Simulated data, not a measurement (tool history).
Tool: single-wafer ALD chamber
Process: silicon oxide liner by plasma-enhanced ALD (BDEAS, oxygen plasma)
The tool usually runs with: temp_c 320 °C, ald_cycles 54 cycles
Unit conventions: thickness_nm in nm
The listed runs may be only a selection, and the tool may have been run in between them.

| run | day | temp_c | ald_cycles | read-back reference wafer on the same gauge, thickness_nm | thickness_nm |
|---|---|---|---|---|---|
| 1 | 0.000 | 320 | 54 | 5.559 | 4.772 |
| 2 | 2.879 | 320 | 54 | 5.573 | 4.806 |
| 3 | 5.121 | 320 | 54 | 5.580 | 4.802 |
| 4 | 8.621 | 320 | 54 | 5.599 | 4.822 |
| 5 | 11.817 | 320 | 54 | 5.613 | 4.818 |
| 6 | 15.488 | 324 | 54 | 5.633 | 4.804 |
| 7 | 18.354 | 320 | 54 | 5.654 | 4.861 |
| 8 | 26.629 | 320 | 54 | 5.705 | 4.884 |
| 9 | 30.271 | 320 | 54 | 5.450 | 4.683 |
| 10 | 33.267 | 320 | 49 | 5.450 | 4.254 |
| 11 | 36.096 | 333 | 50 | 5.449 | 4.269 |
| 12 | 40.308 | 314 | 61 | 5.460 | 5.376 |
| 13 | 42.642 | 315 | 54 | 5.455 | 4.727 |
| 14 | 46.633 | 309 | 51 | 5.464 | 4.540 |
| 15 | 50.675 | 308 | 44 | 5.468 | 3.909 |
| 16 | 54.338 | 320 | 54 | 5.483 | 4.718 |
| 17 | 56.050 | 320 | 54 | 5.481 | 4.705 |
| 18 | 60.262 | 325 | 54 | 5.494 | 4.682 |
| 19 | 61.950 | 320 | 54 | 5.490 | 4.720 |

Withheld: 2 entries from between the runs. Position of each, and hidden state at the listed run before versus the listed run after:
From run 7 to run 8: thermocouple changed; heater temperature recalibrated (day 26.608)
  gauge reads high (%): 3.67 -> 4.61
  measured less the result without the state, thickness_nm: +0.172 -> +0.215 nm
From run 8 to run 9: gauge calibrated (day 27.546)
  gauge reads high (%): 4.61 -> -0.0417
  measured less the result without the state, thickness_nm: +0.215 -> -0.002 nm
